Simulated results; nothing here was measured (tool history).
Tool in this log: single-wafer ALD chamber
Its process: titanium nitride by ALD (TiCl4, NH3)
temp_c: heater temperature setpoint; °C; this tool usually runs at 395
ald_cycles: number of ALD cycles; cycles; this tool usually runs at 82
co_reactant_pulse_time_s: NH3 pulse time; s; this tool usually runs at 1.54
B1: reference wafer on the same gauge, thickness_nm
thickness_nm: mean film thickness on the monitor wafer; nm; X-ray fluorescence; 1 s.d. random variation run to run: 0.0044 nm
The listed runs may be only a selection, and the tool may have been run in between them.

run 1 day=0.000 | temp_c=395 ald_cycles=82 co_reactant_pulse_time_s=1.54 | B1=1.715 | thickness_nm=1.804
run 2 day=1.212 | temp_c=395 ald_cycles=82 co_reactant_pulse_time_s=1.54 | B1=1.716 | thickness_nm=1.809
run 3 day=6.217 | temp_c=389 ald_cycles=88 co_reactant_pulse_time_s=1.54 | B1=1.718 | thickness_nm=1.917
run 4 day=7.850 | temp_c=389 ald_cycles=88 co_reactant_pulse_time_s=1.54 | B1=1.719 | thickness_nm=1.933
run 5 day=9.696 | temp_c=389 ald_cycles=88 co_reactant_pulse_time_s=1.54 | B1=1.719 | thickness_nm=1.931
run 6 day=11.967 | temp_c=405 ald_cycles=88 co_reactant_pulse_time_s=1.54 | B1=1.719 | thickness_nm=1.958
-- day=13.017 thermocouple changed; heater temperature recalibrated
run 7 day=13.779 | temp_c=395 ald_cycles=82 co_reactant_pulse_time_s=1.54 | B1=1.721 | thickness_nm=1.808
run 8 day=15.375 | temp_c=395 ald_cycles=82 co_reactant_pulse_time_s=1.54 | B1=1.721 | thickness_nm=1.821
run 9 day=16.967 | temp_c=395 ald_cycles=82 co_reactant_pulse_time_s=1.54 | B1=1.722 | thickness_nm=1.816
run 10 day=18.408 | temp_c=395 ald_cycles=82 co_reactant_pulse_time_s=1.54 | B1=1.723 | thickness_nm=1.810
run 11 day=20.425 | temp_c=395 ald_cycles=82 co_reactant_pulse_time_s=1.54 | B1=1.724 | thickness_nm=1.821
run 12 day=22.929 | temp_c=395 ald_cycles=82 co_reactant_pulse_time_s=1.54 | B1=1.724 | thickness_nm=1.811
-- day=23.200 gauge calibrated
run 13 day=24.367 | temp_c=395 ald_cycles=82 co_reactant_pulse_time_s=1.54 | B1=1.683 | thickness_nm=1.774
run 14 day=25.821 | temp_c=395 ald_cycles=82 co_reactant_pulse_time_s=1.54 | B1=1.684 | thickness_nm=1.774
-- day=26.479 showerhead replaced
run 15 day=27.412 | temp_c=395 ald_cycles=82 co_reactant_pulse_time_s=1.54 | B1=1.684 | thickness_nm=1.776
run 16 day=28.892 | temp_c=395 ald_cycles=82 co_reactant_pulse_time_s=1.54 | B1=1.685 | thickness_nm=1.777
run 17 day=30.029 | temp_c=395 ald_cycles=96 co_reactant_pulse_time_s=2.02 | B1=1.686 | thickness_nm=2.106
run 18 day=32.071 | temp_c=383 ald_cycles=74 co_reactant_pulse_time_s=1.75 | B1=1.686 | thickness_nm=1.588
run 19 day=34.746 | temp_c=395 ald_cycles=82 co_reactant_pulse_time_s=1.54 | B1=1.688 | thickness_nm=1.774
run 20 day=35.921 | temp_c=395 ald_cycles=73 co_reactant_pulse_time_s=2.01 | B1=1.688 | thickness_nm=1.608
run 21 day=38.129 | temp_c=383 ald_cycles=94 co_reactant_pulse_time_s=1.27 | B1=1.688 | thickness_nm=1.977
run 22 day=40.042 | temp_c=410 ald_cycles=82 co_reactant_pulse_time_s=1.54 | B1=1.691 | thickness_nm=1.801
run 23 day=42.450 | temp_c=395 ald_cycles=82 co_reactant_pulse_time_s=1.54 | B1=1.691 | thickness_nm=1.778
run 24 day=43.479 | temp_c=395 ald_cycles=82 co_reactant_pulse_time_s=2.06 | B1=1.691 | thickness_nm=1.813
run 25 day=46.417 | temp_c=395 ald_cycles=82 co_reactant_pulse_time_s=1.54 | B1=1.693 | thickness_nm=1.780
run 26 day=48.200 | temp_c=389 ald_cycles=91 co_reactant_pulse_time_s=1.96 | B1=1.692 | thickness_nm=1.989
run 27 day=50.075 | temp_c=401 ald_cycles=90 co_reactant_pulse_time_s=1.54 | B1=1.693 | thickness_nm=1.971
run 28 day=52.938 | temp_c=384 ald_cycles=97 co_reactant_pulse_time_s=1.79 | B1=1.695 | thickness_nm=2.114
run 29 day=54.529 | temp_c=409 ald_cycles=82 co_reactant_pulse_time_s=1.14 | B1=1.695 | thickness_nm=1.774
run 30 day=55.846 | temp_c=405 ald_cycles=88 co_reactant_pulse_time_s=1.54 | B1=1.696 | thickness_nm=1.933
run 31 day=58.517 | temp_c=395 ald_cycles=82 co_reactant_pulse_time_s=1.54 | B1=1.696 | thickness_nm=1.792
run 32 day=60.679 | temp_c=385 ald_cycles=93 co_reactant_pulse_time_s=1.54 | B1=1.699 | thickness_nm=1.999
run 33 day=62.288 | temp_c=404 ald_cycles=94 co_reactant_pulse_time_s=1.98 | B1=1.699 | thickness_nm=2.093
run 34 day=64.212 | temp_c=395 ald_cycles=82 co_reactant_pulse_time_s=1.33 | B1=1.700 | thickness_nm=1.770
run 35 day=66.162 | temp_c=395 ald_cycles=82 co_reactant_pulse_time_s=1.54 | B1=1.700 | thickness_nm=1.784
run 36 day=68.842 | temp_c=401 ald_cycles=98 co_reactant_pulse_time_s=1.03 | B1=1.701 | thickness_nm=2.087
run 37 day=71.379 | temp_c=387 ald_cycles=70 co_reactant_pulse_time_s=0.97 | B1=1.702 | thickness_nm=1.444
run 38 day=73.412 | temp_c=409 ald_cycles=82 co_reactant_pulse_time_s=1.54 | B1=1.702 | thickness_nm=1.813
run 39 day=75.658 | temp_c=395 ald_cycles=82 co_reactant_pulse_time_s=1.54 | B1=1.704 | thickness_nm=1.786
run 40 day=77.833 | temp_c=383 ald_cycles=82 co_reactant_pulse_time_s=1.54 | B1=1.705 | thickness_nm=1.766
run 41 day=78.967 | temp_c=395 ald_cycles=82 co_reactant_pulse_time_s=1.98 | B1=1.704 | thickness_nm=1.820

Some steps in thickness_nm, run to run, broken into two amounts with sign: the step expected even without the hidden condition (settings, incoming material, random variation), and the rest, left for the hidden condition together with whatever gauge scatter is not in both the measured and the hidden-condition-free result:
Hidden conditions of the tool in this case: wafer temperature above the value expected at the setpoint (K); gauge reads high (%).
Run 12 -> 13: gauge calibrated. thickness_nm -0.037 nm: hidden state -0.042, all else +0.005.
Run 17 -> 18: temp_c 395 -> 383, ald_cycles 96 -> 74, co_reactant_pulse_time_s 2.02 -> 1.75. thickness_nm -0.518 nm: hidden state -0.001, all else -0.517.
Run 20 -> 21: temp_c 395 -> 383, ald_cycles 73 -> 94, co_reactant_pulse_time_s 2.01 -> 1.27. thickness_nm +0.369 nm: hidden state +0.004, all else +0.365.
Run 35 -> 36: temp_c 395 -> 401, ald_cycles 82 -> 98, co_reactant_pulse_time_s 1.54 -> 1.03. thickness_nm +0.303 nm: hidden state +0.005, all else +0.298.
Run 36 -> 37: temp_c 401 -> 387, ald_cycles 98 -> 70, co_reactant_pulse_time_s 1.03 -> 0.97. thickness_nm -0.643 nm: hidden state -0.007, all else -0.636.
